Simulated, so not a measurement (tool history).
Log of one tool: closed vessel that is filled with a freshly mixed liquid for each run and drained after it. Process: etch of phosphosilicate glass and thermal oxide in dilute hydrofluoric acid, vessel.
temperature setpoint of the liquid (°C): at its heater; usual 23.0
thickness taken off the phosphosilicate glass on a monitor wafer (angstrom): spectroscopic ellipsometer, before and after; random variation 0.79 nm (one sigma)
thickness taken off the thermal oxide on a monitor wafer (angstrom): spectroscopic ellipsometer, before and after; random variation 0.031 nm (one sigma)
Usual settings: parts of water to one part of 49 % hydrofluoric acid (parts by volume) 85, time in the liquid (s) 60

| run | day | temperature setpoint of the liquid (°C) | parts of water to one part of 49 % hydrofluoric acid (parts by volume) | time in the liquid (s) | wafers since the last listed run | hours since the thermometer was replaced | hours since the hydrofluoric acid flow meter was replaced | hours since the gauge calibration | read-back film thickness of the phosphosilicate glass reference wafer, read on the same gauge (nm) | read-back film thickness of the thermal oxide reference wafer, read on the same gauge (nm) | thickness taken off the phosphosilicate glass on a monitor wafer (angstrom) | thickness taken off the thermal oxide on a monitor wafer (angstrom) |
|---|---|---|---|---|---|---|---|---|---|---|---|---|
| 1 | 0.000 | 26.5 | 85 | 60 | 0 | 753.6 | 1424.3 | 435.3 | 106.69 | 48.534 | 1231.1 | 35.21 |
| 2 | 1.233 | 23.0 | 85 | 35 | 3844 | 783.2 | 1453.9 | 464.9 | 106.62 | 48.468 | 627.8 | 18.04 |
| 3 | 2.317 | 19.0 | 105 | 60 | 3376 | 809.2 | 1479.9 | 490.9 | 106.60 | 48.478 | 713.5 | 20.43 |
| 4 | 3.342 | 19.0 | 105 | 60 | 3195 | 833.8 | 1504.5 | 515.5 | 106.55 | 48.399 | 715.2 | 20.54 |
| 5 | 4.933 | 23.0 | 85 | 60 | 4961 | 872.0 | 1542.7 | 553.7 | 106.48 | 48.396 | 1067.2 | 30.76 |
| 6 | 5.696 | 23.0 | 85 | 60 | 2376 | 890.3 | 1561.0 | 572.0 | 106.48 | 48.395 | 1063.6 | 31.01 |
| 7 | 6.412 | 23.0 | 85 | 60 | 2233 | 907.5 | 1578.2 | 589.2 | 106.46 | 48.416 | 1058.4 | 30.81 |
|  | 9.212 | thermometer replaced |
| 8 | 10.662 | 23.0 | 85 | 60 | 13118 | 34.8 | 1680.2 | 691.2 | 106.35 | 48.389 | 1077.7 | 30.10 |
|  | 11.133 | gauge calibrated |
| 9 | 11.962 | 19.5 | 75 | 90 | 4052 | 66.0 | 1711.4 | 19.9 | 109.40 | 49.725 | 1641.0 | 45.91 |
| 10 | 12.821 | 23.0 | 85 | 60 | 2675 | 86.6 | 1732.0 | 40.5 | 109.15 | 49.595 | 1084.6 | 31.06 |
| 11 | 14.275 | 18.0 | 100 | 60 | 4532 | 121.5 | 1766.9 | 75.4 | 108.77 | 49.466 | 749.4 | 21.16 |
| 12 | 15.396 | 23.0 | 85 | 60 | 3493 | 148.4 | 1793.8 | 102.3 | 108.52 | 49.322 | 1106.6 | 31.40 |
|  | 15.442 | hydrofluoric acid flow meter replaced |
| 13 | 19.617 | 19.0 | 45 | 70 | 13027 | 249.7 | 100.2 | 203.6 | 107.82 | 48.999 | 2151.3 | 61.50 |
| 14 | 20.458 | 26.5 | 55 | 80 | 2623 | 269.9 | 120.4 | 223.8 | 107.67 | 48.880 | 2671.7 | 77.17 |
| 15 | 21.654 | 25.5 | 50 | 60 | 3727 | 298.6 | 149.1 | 252.5 | 107.54 | 48.893 | 2138.0 | 61.35 |
| 16 | 22.596 | 23.0 | 85 | 60 | 2935 | 321.2 | 171.7 | 275.1 | 107.44 | 48.841 | 1090.1 | 31.49 |
| 17 | 26.567 | 18.5 | 85 | 40 | 12377 | 416.5 | 267.0 | 370.4 | 107.10 | 48.641 | 592.0 | 16.97 |

Hidden state or all else? Some run-to-run changes of thickness taken off the phosphosilicate glass on a monitor wafer (angstrom), split into what the settings, what came in and random variation would give without the hidden state, and what is left for the hidden state (with any gauge scatter that isn't in both results):
The hidden state here: liquid hotter than its thermometer reads (K); hydrofluoric acid flow above the setpoint (%); gauge reads high (%).
Run 12 -> 13: temperature setpoint of the liquid (°C) 23.0 -> 19.0, parts of water to one part of 49 % hydrofluoric acid (parts by volume) 85 -> 45, time in the liquid (s) 60 -> 70, hydrofluoric acid flow meter replaced. thickness taken off the phosphosilicate glass on a monitor wafer (angstrom) +1044.7: hidden state -28.8, all else +1073.5.
Run 15 -> 16: temperature setpoint of the liquid (°C) 25.5 -> 23.0, parts of water to one part of 49 % hydrofluoric acid (parts by volume) 50 -> 85. thickness taken off the phosphosilicate glass on a monitor wafer (angstrom) -1047.9: hidden state +22.8, all else -1070.7.
